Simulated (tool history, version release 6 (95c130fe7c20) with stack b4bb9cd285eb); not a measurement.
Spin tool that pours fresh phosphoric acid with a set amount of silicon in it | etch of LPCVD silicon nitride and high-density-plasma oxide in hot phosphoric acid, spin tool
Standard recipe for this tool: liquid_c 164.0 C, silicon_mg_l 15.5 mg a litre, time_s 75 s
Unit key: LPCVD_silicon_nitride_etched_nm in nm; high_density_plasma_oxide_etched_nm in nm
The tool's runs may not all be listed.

| run | hour | liquid_c | silicon_mg_l | time_s | read-back film thickness of the LPCVD silicon nitride reference wafer, read on the same gauge (nm) | read-back film thickness of the high-density-plasma oxide reference wafer, read on the same gauge (nm) | LPCVD_silicon_nitride_etched_nm | high_density_plasma_oxide_etched_nm |
|---|---|---|---|---|---|---|---|---|
| 1 | 0.0 | 164.0 | 15.5 | 75 | 120.00 | 59.995 | 8.25 | 0.444 |
| 2 | 9.0 | 164.0 | 15.5 | 75 | 119.93 | 60.027 | 8.26 | 0.390 |
| 3 | 23.2 | 167.0 | 8.5 | 75 | 120.01 | 59.988 | 9.12 | 0.676 |
| 4 | 39.6 | 164.0 | 24.5 | 75 | 120.02 | 60.000 | 8.25 | 0.383 |
| 5 | 49.2 | 164.0 | 15.5 | 75 | 120.00 | 60.017 | 8.24 | 0.415 |
|  | 53.6 | dissolved silicon flow meter replaced |
| 6 | 63.5 | 162.5 | 15.5 | 100 | 119.96 | 59.998 | 10.43 | 0.542 |
| 7 | 78.1 | 162.0 | 22.5 | 110 | 119.96 | 59.993 | 11.32 | 0.494 |
| 8 | 95.7 | 165.0 | 15.5 | 85 | 119.97 | 60.063 | 9.62 | 0.517 |
| 9 | 107.5 | 165.0 | 19.0 | 40 | 119.98 | 59.979 | 4.50 | 0.243 |
| 10 | 117.0 | 164.0 | 21.0 | 115 | 120.00 | 59.953 | 12.51 | 0.535 |
| 11 | 123.9 | 164.0 | 15.5 | 75 | 120.04 | 59.972 | 8.17 | 0.444 |
| 12 | 140.9 | 164.0 | 15.5 | 75 | 119.98 | 59.994 | 8.12 | 0.436 |
| 13 | 150.5 | 164.0 | 15.5 | 75 | 120.00 | 60.017 | 8.16 | 0.431 |
| 14 | 163.1 | 164.0 | 15.5 | 75 | 120.03 | 60.021 | 8.17 | 0.467 |
| 15 | 180.1 | 162.5 | 27.0 | 75 | 119.98 | 60.009 | 7.75 | 0.280 |
| 16 | 193.4 | 161.5 | 15.5 | 50 | 120.02 | 59.978 | 4.98 | 0.240 |
| 17 | 211.4 | 164.0 | 15.5 | 75 | 120.01 | 59.963 | 8.17 | 0.420 |
|  | 222.6 | gauge calibrated |
| 18 | 226.5 | 165.0 | 24.0 | 100 | 120.01 | 59.987 | 11.28 | 0.518 |
| 19 | 236.4 | 161.0 | 15.5 | 75 | 119.98 | 60.020 | 7.39 | 0.355 |
| 20 | 247.1 | 164.0 | 15.5 | 75 | 120.00 | 60.005 | 8.14 | 0.414 |
| 21 | 259.9 | 165.5 | 8.5 | 95 | 120.00 | 60.034 | 10.76 | 0.726 |
| 22 | 268.2 | 162.0 | 4.0 | 75 | 120.02 | 60.015 | 7.56 | 0.434 |

Alternative continuations, all from the tool just after run 22; predict every row:
| A | 268.6 | 164.0 | 23.5 | 75 | ? | ? | ? | ? |
| B | 268.6 | 167.0 | 15.5 | 110 | ? | ? | ? | ? |
| C | 268.6 | 161.0 | 15.5 | 95 | ? | ? | ? | ? |

| run | read-back film thickness of the LPCVD silicon nitride reference wafer, read on the same gauge (nm) | read-back film thickness of the high-density-plasma oxide reference wafer, read on the same gauge (nm) | LPCVD_silicon_nitride_etched_nm | high_density_plasma_oxide_etched_nm |
|---|---|---|---|---|
| A | 120.02 | 60.006 | 8.09 | 0.346 |
| B | 120.02 | 60.006 | 13.11 | 0.793 |
| C | 120.02 | 60.006 | 9.27 | 0.441 |
Without the tool's unlogged condition, the same runs would have read:
| run | LPCVD_silicon_nitride_etched_nm | high_density_plasma_oxide_etched_nm |
|---|---|---|
| A | 8.58 | 0.395 |
| B | 13.89 | 0.901 |
| C | 9.84 | 0.503 |
